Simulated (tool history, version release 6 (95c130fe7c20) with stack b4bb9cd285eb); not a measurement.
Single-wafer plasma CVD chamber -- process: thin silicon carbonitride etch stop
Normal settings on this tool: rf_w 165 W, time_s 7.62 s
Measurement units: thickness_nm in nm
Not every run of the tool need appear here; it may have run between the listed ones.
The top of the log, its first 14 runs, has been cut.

run	hour	rf_w	time_s	wafers since the last listed run	hours since the last thermocouple change	hours since the last RF generator calibration	hours since the showerhead was replaced	hours since the gauge calibration	read-back reference wafer on the same gauge, thickness_nm	thickness_nm
# hour 652.2: thermocouple changed; heater temperature recalibrated
15	711.0	165	7.62	3967	58.8	1625.7	7119.4	670.1	3.608	3.889
# hour 724.7: RF generator calibrated
16	780.1	165	7.62	1869	127.9	55.4	7188.5	739.2	3.611	4.087
17	834.1	140	8.01	1652	181.9	109.4	7242.5	793.2	3.607	3.990
# hour 859.3: gauge calibrated
# hour 861.8: showerhead replaced
18	863.2	195	8.40	645	211.0	138.5	1.4	3.9	3.613	4.874
19	932.4	165	7.62	2117	280.2	207.7	70.6	73.1	3.610	4.099
20	980.1	150	7.20	1459	327.9	255.4	118.3	120.8	3.614	3.726
21	1037.0	155	7.62	1740	384.8	312.3	175.2	177.7	3.611	3.954
22	1068.3	200	6.12	957	416.1	343.6	206.5	209.0	3.609	3.569
23	1133.4	150	7.62	1991	481.2	408.7	271.6	274.1	3.611	3.899
24	1188.6	190	8.96	1688	536.4	463.9	326.8	329.3	3.612	5.138
25	1232.5	195	6.27	1343	580.3	507.8	370.7	373.2	3.612	3.605
26	1278.0	145	8.70	1391	625.8	553.3	416.2	418.7	3.612	4.383
27	1306.5	175	6.80	871	654.3	581.8	444.7	447.2	3.605	3.717
28	1335.0	135	8.30	871	682.8	610.3	473.2	475.7	3.610	4.018
29	1390.5	165	7.62	1697	738.3	665.8	528.7	531.2	3.611	4.069
30	1444.1	200	7.22	1639	791.9	719.4	582.3	584.8	3.610	4.201
31	1470.8	165	7.62	816	818.6	746.1	609.0	611.5	3.609	4.044
32	1505.8	135	7.62	1070	853.6	781.1	644.0	646.5	3.615	3.663

Branching from run 32: 4 alternative next runs. What would each branch give?
A	1506.2	165	6.53	12	854.0	781.5	644.4	646.9	?	?
B	1506.2	165	8.02	12	854.0	781.5	644.4	646.9	?	?
C	1506.2	140	8.36	12	854.0	781.5	644.4	646.9	?	?
D	1506.2	145	9.11	12	854.0	781.5	644.4	646.9	?	?

run	read-back reference wafer on the same gauge, thickness_nm	thickness_nm
A	3.611	3.494
B	3.611	4.291
C	3.611	4.128
D	3.611	4.579
Without the tool's hidden state the same runs would have given:
run	thickness_nm
A	3.535
B	4.341
C	4.176
D	4.632
